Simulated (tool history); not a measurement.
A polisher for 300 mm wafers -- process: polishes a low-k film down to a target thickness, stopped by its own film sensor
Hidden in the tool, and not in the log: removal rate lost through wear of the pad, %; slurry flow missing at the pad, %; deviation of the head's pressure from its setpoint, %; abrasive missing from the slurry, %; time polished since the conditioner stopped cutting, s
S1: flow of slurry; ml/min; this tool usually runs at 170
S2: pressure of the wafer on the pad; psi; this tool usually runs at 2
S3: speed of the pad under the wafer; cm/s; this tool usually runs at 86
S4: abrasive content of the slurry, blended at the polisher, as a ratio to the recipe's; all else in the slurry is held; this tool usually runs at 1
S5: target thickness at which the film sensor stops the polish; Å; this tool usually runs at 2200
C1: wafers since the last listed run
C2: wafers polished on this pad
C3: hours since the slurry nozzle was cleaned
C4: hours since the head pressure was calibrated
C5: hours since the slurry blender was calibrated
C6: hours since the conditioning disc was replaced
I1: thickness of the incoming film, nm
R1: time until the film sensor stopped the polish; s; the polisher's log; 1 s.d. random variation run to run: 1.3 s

run 1 hour=0 | S1=170 S2=2 S3=86 S4=1.15 S5=2200 | C1=0 C2=299 C3=32.4 C4=1181.5 C5=254.8 C6=37.3 | I1=265.2 | R1=140.6
run 2 hour=13 | S1=170 S2=2 S3=86 S4=1.15 S5=2200 | C1=109 C2=409 C3=45.4 C4=1194.5 C5=267.8 C6=50.3 | I1=268.1 | R1=150
run 3 hour=21.5 | S1=170 S2=2 S3=86 S4=1 S5=2200 | C1=71 C2=481 C3=53.9 C4=1203 C5=276.3 C6=58.8 | I1=274.1 | R1=184.5
run 4 hour=33 | S1=125 S2=2 S3=86 S4=1 S5=2080 | C1=97 C2=578 C3=65.4 C4=1214.5 C5=287.8 C6=70.3 | I1=269.6 | R1=217.4
run 5 hour=39.1 | S1=125 S2=2 S3=86 S4=1 S5=2080 | C1=51 C2=630 C3=71.5 C4=1220.6 C5=293.9 C6=76.4 | I1=274.6 | R1=234.1
run 6 hour=46.1 | S1=170 S2=2 S3=86 S4=1 S5=2200 | C1=59 C2=689 C3=78.5 C4=1227.6 C5=300.9 C6=83.4 | I1=273.5 | R1=184.4
run 7 hour=55.7 | S1=150 S2=2 S3=86 S4=1 S5=2280 | C1=81 C2=770 C3=88.1 C4=1237.2 C5=310.5 C6=93 | I1=271.4 | R1=151.6
run 8 hour=68.7 | S1=215 S2=2 S3=86 S4=0.7 S5=2200 | C1=109 C2=880 C3=101.1 C4=1250.2 C5=323.5 C6=106 | I1=270.7 | R1=219.2
-- hour=73.5 conditioning disc replaced and pad reconditioned
run 9 hour=81.6 | S1=170 S2=2.3 S3=104 S4=1 S5=2270 | C1=92 C2=972 C3=114 C4=1263.1 C5=336.4 C6=8.1 | I1=270.6 | R1=116.4
run 10 hour=90.4 | S1=170 S2=2 S3=86 S4=1 S5=2200 | C1=74 C2=1046 C3=122.8 C4=1271.9 C5=345.2 C6=16.9 | I1=273.9 | R1=194.8
run 11 hour=104.1 | S1=170 S2=2 S3=86 S4=0.95 S5=2200 | C1=115 C2=1162 C3=136.5 C4=1285.6 C5=358.9 C6=30.6 | I1=265.6 | R1=172.7
-- hour=111.9 slurry blender recalibrated
run 12 hour=112.4 | S1=200 S2=2 S3=86 S4=1 S5=2200 | C1=53 C2=1215 C3=144.8 C4=1293.9 C5=0.5 C6=38.9 | I1=270.1 | R1=177.7
-- hour=116.7 worn pad replaced by a new one
run 13 hour=138.3 | S1=230 S2=2 S3=86 S4=0.75 S5=2200 | C1=185 C2=182 C3=170.7 C4=1319.8 C5=26.4 C6=64.8 | I1=270.3 | R1=193.8
-- hour=140.8 head pressure recalibrated
run 14 hour=149.1 | S1=170 S2=1.6 S3=64 S4=1.15 S5=2200 | C1=74 C2=256 C3=181.5 C4=8.3 C5=37.2 C6=75.6 | I1=270.4 | R1=246.8
-- hour=165.5 conditioning disc replaced and pad reconditioned
run 15 hour=166.2 | S1=170 S2=2 S3=86 S4=1 S5=2200 | C1=127 C2=384 C3=198.6 C4=25.4 C5=54.3 C6=0.7 | I1=271.7 | R1=174.8
run 16 hour=174.4 | S1=135 S2=2 S3=86 S4=1 S5=2200 | C1=69 C2=453 C3=206.8 C4=33.6 C5=62.5 C6=8.9 | I1=267.3 | R1=164.1
-- hour=177.5 slurry nozzle cleaned
run 17 hour=185.9 | S1=170 S2=2 S3=86 S4=1 S5=2200 | C1=88 C2=542 C3=8.4 C4=45.1 C5=74 C6=20.4 | I1=267.1 | R1=161.1
run 18 hour=200.1 | S1=170 S2=2 S3=86 S4=0.9 S5=2150 | C1=120 C2=662 C3=22.6 C4=59.3 C5=88.2 C6=34.6 | I1=272.5 | R1=213.9
run 19 hour=213.6 | S1=170 S2=2 S3=86 S4=0.75 S5=2200 | C1=114 C2=776 C3=36.1 C4=72.8 C5=101.7 C6=48.1 | I1=265.3 | R1=192.6
run 20 hour=228.3 | S1=170 S2=1.8 S3=86 S4=1 S5=2200 | C1=124 C2=900 C3=50.8 C4=87.5 C5=116.4 C6=62.8 | I1=268.9 | R1=192.7
-- hour=241.3 worn pad replaced by a new one
run 21 hour=245.3 | S1=170 S2=2 S3=86 S4=1 S5=2200 | C1=109 C2=34 C3=67.8 C4=104.5 C5=133.4 C6=79.8 | I1=272.8 | R1=173.3
run 22 hour=261.9 | S1=135 S2=2 S3=76 S4=0.9 S5=2200 | C1=140 C2=174 C3=84.4 C4=121.1 C5=150 C6=96.4 | I1=275.1 | R1=221.4
-- hour=265.7 conditioning disc replaced and pad reconditioned
run 23 hour=275.4 | S1=215 S2=2 S3=86 S4=1 S5=2200 | C1=97 C2=271 C3=97.9 C4=134.6 C5=163.5 C6=9.7 | I1=266.1 | R1=154.1
run 24 hour=284.7 | S1=205 S2=1.8 S3=86 S4=0.9 S5=2200 | C1=78 C2=350 C3=107.2 C4=143.9 C5=172.8 C6=19 | I1=270.5 | R1=198.2
run 25 hour=293.1 | S1=170 S2=2 S3=86 S4=0.95 S5=2200 | C1=71 C2=421 C3=115.6 C4=152.3 C5=181.2 C6=27.4 | I1=269.6 | R1=173.8
run 26 hour=299.3 | S1=220 S2=2 S3=76 S4=1 S5=2030 | C1=52 C2=473 C3=121.8 C4=158.5 C5=187.4 C6=33.6 | I1=267.4 | R1=235.5

4 options for the next run, each taken on its own from the tool as it stands now. Forecast them:
run A hour=299.8 | S1=170 S2=2 S3=86 S4=1 S5=2200 | C1=4 C2=477 C3=122.3 C4=159 C5=187.9 C6=34.1 | I1=269.9 | R1=?
run B hour=299.8 | S1=200 S2=2.6 S3=106 S4=1 S5=2090 | C1=4 C2=477 C3=122.3 C4=159 C5=187.9 C6=34.1 | I1=269.9 | R1=?
run C hour=299.8 | S1=170 S2=2 S3=72 S4=0.85 S5=2200 | C1=4 C2=477 C3=122.3 C4=159 C5=187.9 C6=34.1 | I1=269.9 | R1=?
run D hour=299.8 | S1=140 S2=2 S3=106 S4=1 S5=2100 | C1=4 C2=477 C3=122.3 C4=159 C5=187.9 C6=34.1 | I1=269.9 | R1=?

run=A R1=172.2
run=B R1=134.4
run=C R1=218.7
run=D R1=178.8
What these runs would have given with no unlogged condition in the tool:
run=A R1=162.2
run=B R1=126.6
run=C R1=206
run=D R1=168.4

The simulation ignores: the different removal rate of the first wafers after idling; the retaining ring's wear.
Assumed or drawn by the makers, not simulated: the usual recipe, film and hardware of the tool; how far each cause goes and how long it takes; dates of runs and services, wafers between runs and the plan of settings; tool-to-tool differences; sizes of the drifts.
